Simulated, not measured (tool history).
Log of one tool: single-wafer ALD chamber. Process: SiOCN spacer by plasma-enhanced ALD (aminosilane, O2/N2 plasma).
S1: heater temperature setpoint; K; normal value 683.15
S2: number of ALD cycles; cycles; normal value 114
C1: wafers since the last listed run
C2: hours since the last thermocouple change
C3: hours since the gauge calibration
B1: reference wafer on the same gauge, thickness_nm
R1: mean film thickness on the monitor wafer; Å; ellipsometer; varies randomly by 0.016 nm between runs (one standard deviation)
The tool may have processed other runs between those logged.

run,day,S1,S2,C1,C2,C3,B1,R1
1,0,683.15,114,0,2151.7,8.4,6.137,62.23
2,0.858,683.15,114,44,2172.3,29,6.141,62.09
3,1.429,683.15,114,29,2186,42.7,6.137,62.5
4,2.812,683.15,114,71,2219.2,75.9,6.129,62.25
5,3.504,683.15,114,35,2235.8,92.5,6.144,62.33
6,4.417,679.15,127,47,2257.7,114.4,6.134,70.5
7,5.629,679.15,127,63,2286.8,143.5,6.147,70.53
8,6.433,683.15,102,41,2306.1,162.8,6.137,55.53
9,7.004,683.15,102,29,2319.8,176.5,6.144,55.35
10,8.225,683.15,102,63,2349.1,205.8,6.148,55.92
11,9.35,674.15,114,58,2376.1,232.8,6.142,64.57
12,9.879,678.15,128,27,2388.8,245.5,6.139,71.02
13,10.667,694.15,114,40,2407.7,264.4,6.144,59.67
14,11.767,689.15,130,57,2434.1,290.8,6.135,69.45
# day 12.275: thermocouple changed; heater temperature recalibrated
15,12.925,676.15,114,42,15.6,318.6,6.135,63.65
16,13.571,695.15,114,33,31.1,334.1,6.138,59.64
17,14.171,683.15,125,31,45.5,348.5,6.139,68.32
18,14.771,677.15,94,31,59.9,362.9,6.133,52.36
# day 15.204: gauge calibrated
19,15.525,683.15,114,39,78,7.7,6.141,62.35
20,16.096,677.15,94,29,91.7,21.4,6.138,52.42

Run 21 has not been measured yet. What should we expect?
21,17.367,683.15,114,66,122.2,51.9,?,?

Logged for run 21: B1 6.14, R1 62.18 Å.
Were there no unlogged condition in the tool, this run, its random variation unchanged, would have produced R1 62.18 Å.
